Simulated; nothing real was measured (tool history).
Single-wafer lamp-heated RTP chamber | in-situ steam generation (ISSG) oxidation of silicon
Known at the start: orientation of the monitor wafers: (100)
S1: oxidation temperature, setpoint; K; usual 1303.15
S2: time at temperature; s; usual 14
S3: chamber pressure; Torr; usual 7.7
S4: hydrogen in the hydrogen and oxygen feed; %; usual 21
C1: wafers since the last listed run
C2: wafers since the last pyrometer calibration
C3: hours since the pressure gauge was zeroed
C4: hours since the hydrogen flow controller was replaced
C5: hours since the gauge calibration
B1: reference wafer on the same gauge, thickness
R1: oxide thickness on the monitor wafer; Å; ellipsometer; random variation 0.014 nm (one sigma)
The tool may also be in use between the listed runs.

run,hour,S1,S2,S3,S4,C1,C2,C3,C4,C5,B1,R1
1,0.0,1303.15,14,8.8,21,0,3678,2290.5,2797.5,55.1,4.983,54.10
2,31.7,1303.15,14,8.8,21,281,3959,2322.2,2829.2,86.8,4.980,54.11
3,44.7,1303.15,14,8.8,21,115,4075,2335.2,2842.2,99.8,4.982,54.00
4,58.8,1303.15,15,7.7,28,125,4200,2349.3,2856.3,113.9,4.983,60.72
5,70.5,1303.15,15,7.7,28,103,4304,2361.0,2868.0,125.6,4.976,60.78
6,81.4,1303.15,14,7.7,21,96,4401,2371.9,2878.9,136.5,4.980,54.53
7,89.0,1303.15,14,7.7,21,67,4468,2379.5,2886.5,144.1,4.974,54.67
8,100.4,1303.15,14,7.7,21,101,4570,2390.9,2897.9,155.5,4.987,54.60
9,110.7,1303.15,14,7.7,21,91,4661,2401.2,2908.2,165.8,4.983,54.65
10,118.7,1303.15,14,7.7,21,71,4732,2409.2,2916.2,173.8,4.978,54.51
11,131.8,1303.15,14,7.7,21,116,4849,2422.3,2929.3,186.9,4.980,54.87
# hour 137.0: gauge calibrated
12,138.6,1303.15,14,7.7,21,60,4909,2429.1,2936.1,1.6,4.978,54.47
# hour 155.2: hydrogen flow controller replaced
13,155.7,1303.15,14,7.7,21,80,4990,2446.2,0.5,18.7,4.980,54.85
14,165.9,1303.15,14,7.7,21,90,5080,2456.4,10.7,28.9,4.980,54.52
15,175.8,1303.15,14,7.7,21,87,5168,2466.3,20.6,38.8,4.979,54.83
16,183.4,1303.15,14,7.7,21,67,5236,2473.9,28.2,46.4,4.981,55.20
17,200.0,1285.15,18,7.7,21,147,5383,2490.5,44.8,63.0,4.979,57.11
18,212.9,1303.15,14,8.9,21,114,5498,2503.4,57.7,75.9,4.982,54.68
19,219.3,1288.15,19,9.0,12,56,5555,2509.8,64.1,82.3,4.980,52.23
# hour 234.0: pyrometer window cleaned and pyrometer calibrated
# hour 234.9: pressure gauge zeroed
20,235.4,1303.15,14,7.7,21,63,4,0.5,80.2,98.4,4.978,56.75
21,242.8,1303.15,14,7.7,21,65,69,7.9,87.6,105.8,4.982,56.71
22,252.0,1318.15,10,7.2,21,81,151,17.1,96.8,115.0,4.980,51.54
23,261.3,1303.15,14,7.7,21,82,234,26.4,106.1,124.3,4.984,56.40
24,296.3,1303.15,14,7.7,21,310,545,61.4,141.1,159.3,4.982,56.61
# hour 305.1: pyrometer window cleaned and pyrometer calibrated, repeated, since the last time left the tool worse
25,312.8,1283.15,18,9.1,28,75,68,77.9,157.6,175.8,4.979,58.40
26,329.1,1303.15,14,9.2,12,144,213,94.2,173.9,192.1,4.974,46.53
27,343.5,1303.15,14,7.1,21,127,341,108.6,188.3,206.5,4.981,53.11
28,361.2,1316.15,9,6.9,11,157,498,126.3,206.0,224.2,4.976,38.76

Forecast each of these 4 alternatives for the next run:
A,361.6,1303.15,14,7.7,21,3,502,126.7,206.4,224.6,?,?
B,361.6,1303.15,19,7.7,21,3,502,126.7,206.4,224.6,?,?
C,361.6,1285.15,17,7.7,21,3,502,126.7,206.4,224.6,?,?
D,361.6,1303.15,18,7.1,21,3,502,126.7,206.4,224.6,?,?

run,B1,R1
A,4.975,53.37
B,4.975,61.91
C,4.975,54.10
D,4.975,60.10
Without the tool's hidden state the same runs would have given:
run,R1
A,53.29
B,61.80
C,54.02
D,60.00
